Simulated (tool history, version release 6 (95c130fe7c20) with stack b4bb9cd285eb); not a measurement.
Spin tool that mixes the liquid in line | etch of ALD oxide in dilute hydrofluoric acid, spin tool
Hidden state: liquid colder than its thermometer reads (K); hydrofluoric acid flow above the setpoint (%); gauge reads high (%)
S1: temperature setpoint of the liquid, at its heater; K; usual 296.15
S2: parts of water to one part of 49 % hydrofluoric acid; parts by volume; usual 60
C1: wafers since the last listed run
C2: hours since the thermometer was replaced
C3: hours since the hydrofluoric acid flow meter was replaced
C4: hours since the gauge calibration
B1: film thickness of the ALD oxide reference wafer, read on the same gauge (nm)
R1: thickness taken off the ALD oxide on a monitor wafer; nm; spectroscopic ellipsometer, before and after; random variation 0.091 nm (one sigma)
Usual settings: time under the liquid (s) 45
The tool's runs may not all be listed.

{"run": 1, "hour": 0.0, "S1": 296.15, "S2": 60, "time under the liquid (s)": 45, "C1": 0, "C2": 1410.8, "C3": 1104, "C4": 257.2, "B1": 140, "R1": 11.24}
{"run": 2, "hour": 38.9, "S1": 296.15, "S2": 60, "time under the liquid (s)": 45, "C1": 415, "C2": 1449.7, "C3": 1142.9, "C4": 296.1, "B1": 139.99, "R1": 11.37}
{"run": 3, "hour": 77.6, "S1": 296.15, "S2": 60, "time under the liquid (s)": 45, "C1": 413, "C2": 1488.4, "C3": 1181.6, "C4": 334.8, "B1": 139.99, "R1": 11.29}
{"run": 4, "hour": 129.5, "S1": 296.15, "S2": 60, "time under the liquid (s)": 45, "C1": 553, "C2": 1540.3, "C3": 1233.5, "C4": 386.7, "B1": 139.97, "R1": 11.42}
{"run": 5, "hour": 292.7, "S1": 296.15, "S2": 60, "time under the liquid (s)": 45, "C1": 1741, "C2": 1703.5, "C3": 1396.7, "C4": 549.9, "B1": 140, "R1": 11.28}
{"run": 6, "hour": 335.8, "S1": 296.15, "S2": 60, "time under the liquid (s)": 45, "C1": 460, "C2": 1746.6, "C3": 1439.8, "C4": 593, "B1": 139.97, "R1": 11.37}
{"run": 7, "hour": 436.2, "S1": 296.15, "S2": 60, "time under the liquid (s)": 40, "C1": 1071, "C2": 1847, "C3": 1540.2, "C4": 693.4, "B1": 139.99, "R1": 10.09}
{"run": 8, "hour": 538.1, "S1": 296.15, "S2": 60, "time under the liquid (s)": 40, "C1": 1087, "C2": 1948.9, "C3": 1642.1, "C4": 795.3, "B1": 139.98, "R1": 10.26}
{"run": 9, "hour": 596.7, "S1": 300.15, "S2": 60, "time under the liquid (s)": 40, "C1": 625, "C2": 2007.5, "C3": 1700.7, "C4": 853.9, "B1": 140.02, "R1": 11.93}
{"run": 10, "hour": 798.4, "S1": 300.15, "S2": 60, "time under the liquid (s)": 40, "C1": 2152, "C2": 2209.2, "C3": 1902.4, "C4": 1055.6, "B1": 140.01, "R1": 12.14}
{"run": 11, "hour": 888.8, "S1": 300.15, "S2": 60, "time under the liquid (s)": 40, "C1": 964, "C2": 2299.6, "C3": 1992.8, "C4": 1146, "B1": 140.03, "R1": 12.22}
{"hour": 934.0, "done": "hydrofluoric acid flow meter replaced"}
{"run": 12, "hour": 991.8, "S1": 296.15, "S2": 80, "time under the liquid (s)": 45, "C1": 1088, "C2": 2402.6, "C3": 57.8, "C4": 1249, "B1": 139.99, "R1": 9.06}
{"run": 13, "hour": 1052.5, "S1": 296.15, "S2": 80, "time under the liquid (s)": 45, "C1": 647, "C2": 2463.3, "C3": 118.5, "C4": 1309.7, "B1": 140, "R1": 9.15}
{"run": 14, "hour": 1114.5, "S1": 296.15, "S2": 60, "time under the liquid (s)": 45, "C1": 661, "C2": 2525.3, "C3": 180.5, "C4": 1371.7, "B1": 139.97, "R1": 12.35}
{"run": 15, "hour": 1172.5, "S1": 294.65, "S2": 40, "time under the liquid (s)": 55, "C1": 619, "C2": 2583.3, "C3": 238.5, "C4": 1429.7, "B1": 140, "R1": 21.43}
{"run": 16, "hour": 1213.0, "S1": 294.65, "S2": 85, "time under the liquid (s)": 25, "C1": 432, "C2": 2623.8, "C3": 279, "C4": 1470.2, "B1": 140, "R1": 4.49}
{"hour": 1221.5, "done": "hydrofluoric acid flow meter replaced, repeated, since the last time left the tool worse"}
{"run": 17, "hour": 1309.8, "S1": 296.15, "S2": 60, "time under the liquid (s)": 45, "C1": 1022, "C2": 2720.6, "C3": 88.3, "C4": 1567, "B1": 140, "R1": 10.75}
{"run": 18, "hour": 1369.6, "S1": 296.15, "S2": 85, "time under the liquid (s)": 30, "C1": 638, "C2": 2780.4, "C3": 148.1, "C4": 1626.8, "B1": 140.01, "R1": 4.98}
{"run": 19, "hour": 1467.9, "S1": 296.15, "S2": 60, "time under the liquid (s)": 45, "C1": 1049, "C2": 2878.7, "C3": 246.4, "C4": 1725.1, "B1": 139.98, "R1": 10.93}
{"hour": 1558.5, "done": "gauge calibrated"}
{"hour": 1583.5, "done": "thermometer replaced"}
{"run": 20, "hour": 1709.3, "S1": 296.15, "S2": 60, "time under the liquid (s)": 45, "C1": 2565, "C2": 125.8, "C3": 487.8, "C4": 150.8, "B1": 140, "R1": 10.93}
{"run": 21, "hour": 1762.2, "S1": 296.15, "S2": 45, "time under the liquid (s)": 35, "C1": 564, "C2": 178.7, "C3": 540.7, "C4": 203.7, "B1": 140, "R1": 11.73}
{"run": 22, "hour": 1856.0, "S1": 299.65, "S2": 85, "time under the liquid (s)": 45, "C1": 1001, "C2": 272.5, "C3": 634.5, "C4": 297.5, "B1": 140.02, "R1": 8.79}
{"run": 23, "hour": 1920.5, "S1": 300.65, "S2": 60, "time under the liquid (s)": 45, "C1": 688, "C2": 337, "C3": 699, "C4": 362, "B1": 140, "R1": 13.35}
{"run": 24, "hour": 1961.5, "S1": 296.15, "S2": 80, "time under the liquid (s)": 55, "C1": 437, "C2": 378, "C3": 740, "C4": 403, "B1": 140.02, "R1": 9.78}
{"run": 25, "hour": 2037.4, "S1": 296.15, "S2": 60, "time under the liquid (s)": 30, "C1": 810, "C2": 453.9, "C3": 815.9, "C4": 478.9, "B1": 140.01, "R1": 7.42}
{"run": 26, "hour": 2084.3, "S1": 296.15, "S2": 80, "time under the liquid (s)": 30, "C1": 500, "C2": 500.8, "C3": 862.8, "C4": 525.8, "B1": 139.98, "R1": 5.36}

Measured less the same run without the tool's hidden state. The same run-to-run variation is in both; the gauge's scatter may not be:
run=1 R1=+0.59
run=2 R1=+0.61
run=3 R1=+0.63
run=4 R1=+0.65
run=5 R1=+0.7
run=6 R1=+0.71
run=7 R1=+0.66
run=8 R1=+0.71
run=9 R1=+0.85
run=10 R1=+0.94
run=11 R1=+0.98
run=12 R1=+1.25
run=13 R1=+1.27
run=14 R1=+1.71
run=15 R1=+2.93
run=16 R1=+0.65
run=17 R1=+0.1
run=18 R1=+0.06
run=19 R1=+0.16
run=20 R1=+0.25
run=21 R1=+0.29
run=22 R1=+0.25
run=23 R1=+0.4
run=24 R1=+0.31
run=25 R1=+0.25
run=26 R1=+0.2

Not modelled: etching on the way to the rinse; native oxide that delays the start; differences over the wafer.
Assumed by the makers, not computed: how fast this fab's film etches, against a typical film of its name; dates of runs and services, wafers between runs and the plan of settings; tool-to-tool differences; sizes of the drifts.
